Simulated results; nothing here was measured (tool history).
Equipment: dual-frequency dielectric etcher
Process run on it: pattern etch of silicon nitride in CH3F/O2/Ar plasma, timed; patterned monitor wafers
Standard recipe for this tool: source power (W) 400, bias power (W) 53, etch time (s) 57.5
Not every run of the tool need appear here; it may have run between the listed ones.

run	day	source power (W)	bias power (W)	etch time (s)	wafers since the last listed run	hours since the last wet clean	hours since the last source power generator calibration	hours since the last bias power generator calibration	hours since the last upper electrode change	hours since the gauge calibration	read-back reference wafer on the same gauge, depth_nm	mean etch depth across the wafer (angstrom)
1	0	430	53	57.5	0	315.9	1052.7	2860.4	2998.8	385.9	40.21	394.1
# day 3.833: wet clean of the chamber
2	5.012	480	53	57.5	737	28.3	1173	2980.7	3119.1	506.2	40.26	409.2
3	8.167	480	53	57.5	579	104	1248.7	3056.4	3194.8	581.9	40.22	412.2
4	10.938	400	53	53.5	509	170.5	1315.2	3122.9	3261.3	648.4	40.16	346.7
5	13.858	400	53	53.5	536	240.6	1385.3	3193	3331.4	718.5	40.2	352
6	16.604	400	53	66	504	306.5	1451.2	3258.9	3397.3	784.4	40.15	433.2
# day 17.538: gauge calibrated
7	18.425	400	53	66	334	350.2	1494.9	3302.6	3441	21.3	40.19	434
# day 20.708: wet clean of the chamber
8	22.7	400	53	66	602	47.8	1597.5	3405.2	3543.6	123.9	40.17	427.4
# day 26.204: upper electrode replaced
9	26.388	400	44	57.5	494	136.3	1686	3493.7	4.4	212.4	40.22	347
10	30.042	400	53	57.5	671	224	1773.7	3581.4	92.1	300.1	40.21	377
11	34.229	400	53	65.5	769	324.5	1874.2	3681.9	192.6	400.6	40.22	430.5
# day 37.029: wet clean of the chamber
12	37.45	440	64	52	408	10.1	1951.5	3759.2	269.9	477.9	40.19	381.5
# day 38.533: source power generator calibrated
13	40.5	320	58	50	530	83.3	47.2	3832.4	343.1	551.1	40.17	285.3
14	42.125	400	53	57.5	298	122.3	86.2	3871.4	382.1	590.1	40.21	367.2
15	46.133	400	53	62.5	736	218.5	182.4	3967.6	478.3	686.3	40.18	404.6
# day 46.879: bias power generator calibrated
# day 47.825: gauge calibrated
16	48.642	400	53	53.5	430	278.7	242.6	42.3	538.5	19.6	40.26	346.9
17	52.054	480	43	57.5	627	360.6	324.5	124.2	620.4	101.5	40.2	386.9
18	54.554	400	53	74	459	420.6	384.5	184.2	680.4	161.5	40.14	485.6
# day 55.85: wet clean of the chamber
19	58.85	330	53	57.5	605	72	487.6	287.3	783.5	264.6	40.25	331

Predict the results of run 20:
20	61.004	470	50	57.5	395	123.7	539.3	339	835.2	316.3	?	?

{"run 20": {"read-back reference wafer on the same gauge, depth_nm": 40.22, "mean etch depth across the wafer (angstrom)": 401}}
Had the tool carried no hidden state, the very same run would have given mean etch depth across the wafer (angstrom) 387.9.
